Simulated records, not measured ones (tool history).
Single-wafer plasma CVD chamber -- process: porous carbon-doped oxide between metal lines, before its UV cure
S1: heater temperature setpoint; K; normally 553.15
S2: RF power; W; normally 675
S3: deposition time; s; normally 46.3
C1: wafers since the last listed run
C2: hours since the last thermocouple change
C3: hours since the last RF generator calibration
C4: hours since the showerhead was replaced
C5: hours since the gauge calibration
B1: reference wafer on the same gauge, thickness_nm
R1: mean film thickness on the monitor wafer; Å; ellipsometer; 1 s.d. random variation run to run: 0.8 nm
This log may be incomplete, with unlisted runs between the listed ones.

run 1 hour=0 | S1=558.15 S2=675 S3=46.3 | C1=0 C2=684.1 C3=70.5 C4=3007.2 C5=331 | B1=284.829 | R1=3013.14
run 2 hour=112.7 | S1=558.15 S2=675 S3=46.3 | C1=2935 C2=796.8 C3=183.2 C4=3119.9 C5=443.7 | B1=284.99 | R1=3001.26
run 3 hour=182.1 | S1=561.15 S2=675 S3=46.3 | C1=1807 C2=866.2 C3=252.6 C4=3189.3 C5=513.1 | B1=285.319 | R1=2944.74
run 4 hour=230.1 | S1=553.15 S2=675 S3=46.3 | C1=1250 C2=914.2 C3=300.6 C4=3237.3 C5=561.1 | B1=284.868 | R1=3080.48
run 5 hour=308.6 | S1=553.15 S2=675 S3=46.3 | C1=2044 C2=992.7 C3=379.1 C4=3315.8 C5=639.6 | B1=285.203 | R1=3067.52
run 6 hour=518.2 | S1=553.15 S2=610 S3=51.8 | C1=5459 C2=1202.3 C3=588.7 C4=3525.4 C5=849.2 | B1=285.021 | R1=3144.56
run 7 hour=624.9 | S1=553.15 S2=625 S3=46.3 | C1=2779 C2=1309 C3=695.4 C4=3632.1 C5=955.9 | B1=284.996 | R1=2873.91
-- hour=638.7 RF generator calibrated
run 8 hour=679.5 | S1=553.15 S2=625 S3=46.3 | C1=1213 C2=1363.6 C3=40.8 C4=3686.7 C5=1010.5 | B1=284.909 | R1=2862.06
run 9 hour=729.4 | S1=553.15 S2=675 S3=46.3 | C1=1299 C2=1413.5 C3=90.7 C4=3736.6 C5=1060.4 | B1=284.726 | R1=3062.58
run 10 hour=798.7 | S1=560.15 S2=615 S3=46.3 | C1=1805 C2=1482.8 C3=160 C4=3805.9 C5=1129.7 | B1=284.745 | R1=2732.1
-- hour=813.3 gauge calibrated
run 11 hour=869.2 | S1=553.15 S2=675 S3=46.3 | C1=1836 C2=1553.3 C3=230.5 C4=3876.4 C5=55.9 | B1=284.775 | R1=3078.84
run 12 hour=915.3 | S1=541.15 S2=675 S3=46.3 | C1=1200 C2=1599.4 C3=276.6 C4=3922.5 C5=102 | B1=285.115 | R1=3282.98
run 13 hour=991.6 | S1=541.15 S2=675 S3=46.3 | C1=1987 C2=1675.7 C3=352.9 C4=3998.8 C5=178.3 | B1=285.107 | R1=3263.09
-- hour=1050.3 thermocouple changed; heater temperature recalibrated
run 14 hour=1057.9 | S1=553.15 S2=675 S3=46.3 | C1=1518 C2=7.6 C3=419.2 C4=4065.1 C5=244.6 | B1=285.021 | R1=3130.1
run 15 hour=1124.2 | S1=553.15 S2=630 S3=41.7 | C1=1727 C2=73.9 C3=485.5 C4=4131.4 C5=310.9 | B1=285.117 | R1=2653.93
run 16 hour=1177.7 | S1=539.15 S2=625 S3=46.3 | C1=1393 C2=127.4 C3=539 C4=4184.9 C5=364.4 | B1=284.904 | R1=3178.53
run 17 hour=1254.8 | S1=553.15 S2=675 S3=46.3 | C1=2008 C2=204.5 C3=616.1 C4=4262 C5=441.5 | B1=285.147 | R1=3107.48
run 18 hour=1298.1 | S1=563.15 S2=710 S3=52.1 | C1=1127 C2=247.8 C3=659.4 C4=4305.3 C5=484.8 | B1=285.106 | R1=3452.64
run 19 hour=1358.9 | S1=540.15 S2=675 S3=49.9 | C1=1583 C2=308.6 C3=720.2 C4=4366.1 C5=545.6 | B1=285.205 | R1=3597.55
run 20 hour=1441.3 | S1=553.15 S2=800 S3=46.3 | C1=2146 C2=391 C3=802.6 C4=4448.5 C5=628 | B1=284.865 | R1=3569.37
-- hour=1486.5 RF generator calibrated
-- hour=1531.1 showerhead replaced
run 21 hour=1732.4 | S1=553.15 S2=610 S3=39.6 | C1=7166 C2=682.1 C3=245.9 C4=201.3 C5=919.1 | B1=285.008 | R1=2424.17
run 22 hour=1839.8 | S1=543.15 S2=570 S3=46.3 | C1=2797 C2=789.5 C3=353.3 C4=308.7 C5=1026.5 | B1=284.773 | R1=2809.9
run 23 hour=1931.8 | S1=544.15 S2=555 S3=42.3 | C1=2396 C2=881.5 C3=445.3 C4=400.7 C5=1118.5 | B1=285.328 | R1=2485.31
run 24 hour=2029.4 | S1=548.15 S2=620 S3=42.8 | C1=2542 C2=979.1 C3=542.9 C4=498.3 C5=1216.1 | B1=284.949 | R1=2726.64
-- hour=2065.2 gauge calibrated
run 25 hour=2100.3 | S1=553.15 S2=675 S3=46.3 | C1=1846 C2=1050 C3=613.8 C4=569.2 C5=35.1 | B1=285.111 | R1=3070.21
run 26 hour=2162.8 | S1=540.15 S2=675 S3=50.6 | C1=1628 C2=1112.5 C3=676.3 C4=631.7 C5=97.6 | B1=284.891 | R1=3586.36

Each row is a separate what-if for the run after 26, all from the same tool condition, not one after another. Results?
run A hour=2163.2 | S1=560.15 S2=675 S3=46.3 | C1=10 C2=1112.9 C3=676.7 C4=632.1 C5=98 | B1=? | R1=?
run B hour=2163.2 | S1=548.15 S2=805 S3=51.8 | C1=10 C2=1112.9 C3=676.7 C4=632.1 C5=98 | B1=? | R1=?
run C hour=2163.2 | S1=553.15 S2=620 S3=55.1 | C1=10 C2=1112.9 C3=676.7 C4=632.1 C5=98 | B1=? | R1=?

run=A B1=285.07 R1=2942.85
run=B B1=285.07 R1=4048.88
run=C B1=285.07 R1=3369.87
Had the tool no hidden state, the same runs would have come out as:
run=A R1=3002.79
run=B R1=4135.23
run=C R1=3440.06

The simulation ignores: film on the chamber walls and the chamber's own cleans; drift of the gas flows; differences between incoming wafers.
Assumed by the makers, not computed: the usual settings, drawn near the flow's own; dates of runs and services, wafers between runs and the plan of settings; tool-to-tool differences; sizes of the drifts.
